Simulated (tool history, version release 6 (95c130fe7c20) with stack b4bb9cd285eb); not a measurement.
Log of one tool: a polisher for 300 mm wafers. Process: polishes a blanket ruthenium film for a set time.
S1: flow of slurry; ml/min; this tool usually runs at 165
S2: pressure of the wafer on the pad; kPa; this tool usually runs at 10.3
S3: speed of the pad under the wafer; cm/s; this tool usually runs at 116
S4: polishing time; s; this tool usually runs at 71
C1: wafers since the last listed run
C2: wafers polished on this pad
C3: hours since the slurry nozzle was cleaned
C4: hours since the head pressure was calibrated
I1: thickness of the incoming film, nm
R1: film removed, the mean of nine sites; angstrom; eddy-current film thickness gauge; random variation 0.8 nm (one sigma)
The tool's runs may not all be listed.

run	day	S1	S2	S3	S4	C1	C2	C3	C4	I1	R1
1	0.000	165	10.3	116	71	0	2849	108.8	9.1	545.2	656
2	1.162	165	10.3	116	71	185	3035	136.7	37.0	544.2	665
3	4.108	165	10.3	116	71	470	3505	207.4	107.7	529.1	670
# day 5.792: worn pad replaced by a new one
4	6.846	165	10.3	116	71	410	168	273.1	173.4	541.6	701
5	8.571	165	10.3	116	71	275	443	314.5	214.8	539.5	677
6	10.958	165	10.3	140	71	381	824	371.8	272.1	546.7	804
7	12.508	165	10.3	116	71	247	1072	409.0	309.3	536.6	677
8	14.617	165	10.3	116	71	336	1408	459.6	359.9	535.9	667
9	16.283	165	10.3	116	71	265	1674	499.6	399.9	547.1	645
10	18.438	165	10.3	116	71	343	2018	551.3	451.6	534.1	662
# day 18.696: slurry nozzle cleaned
11	21.396	165	10.3	116	71	465	2483	64.8	522.6	533.3	667
# day 22.979: head pressure recalibrated
12	23.092	180	10.3	116	71	257	2741	105.5	2.7	545.4	657
13	24.733	180	10.3	116	71	261	3003	144.9	42.1	538.2	663
# day 26.238: worn pad replaced by a new one
14	26.258	215	13.8	106	47	216	3	181.5	78.7	532.4	575
15	29.075	190	13.8	116	91	449	452	249.1	146.3	541.5	1185
16	31.079	125	10.3	116	92	319	772	297.2	194.4	542.6	854
17	32.779	210	13.1	148	78	271	1043	338.0	235.2	540.2	1207
18	39.262	130	10.3	136	48	1034	2078	493.6	390.8	537.4	513
19	40.404	165	10.3	116	71	182	2260	521.0	418.2	531.6	668
# day 41.238: slurry nozzle cleaned
20	41.446	140	10.3	150	71	159	2420	5.0	443.2	540.6	834
21	43.279	120	11.7	116	71	292	2712	49.0	487.2	541.1	718
# day 44.762: worn pad replaced by a new one
22	45.921	190	13.8	116	71	394	185	112.4	550.6	540.9	906
23	53.000	115	12.4	146	55	1129	1314	282.3	720.5	533.8	740
# day 54.104: head pressure recalibrated
24	54.638	165	10.3	116	71	248	1562	321.6	12.8	531.8	664
25	56.696	210	7.6	126	48	328	1891	371.0	62.2	543.5	369
26	62.733	165	10.3	116	71	963	2854	515.9	207.1	535.5	668
# day 63.967: slurry nozzle cleaned
27	64.238	130	10.3	136	48	233	3088	6.5	243.2	541.7	510
28	66.112	110	10.3	138	71	299	3387	51.5	288.2	533.8	751

Run 29 has not been measured yet. What should we expect?
# day 66.312: worn pad replaced by a new one
29	68.679	165	10.3	116	52	383	377	113.1	349.8	532.7	?

{"run 29": {"R1": 491}}
Minus the tool's unlogged condition, the same run would have read R1 499 angstrom.
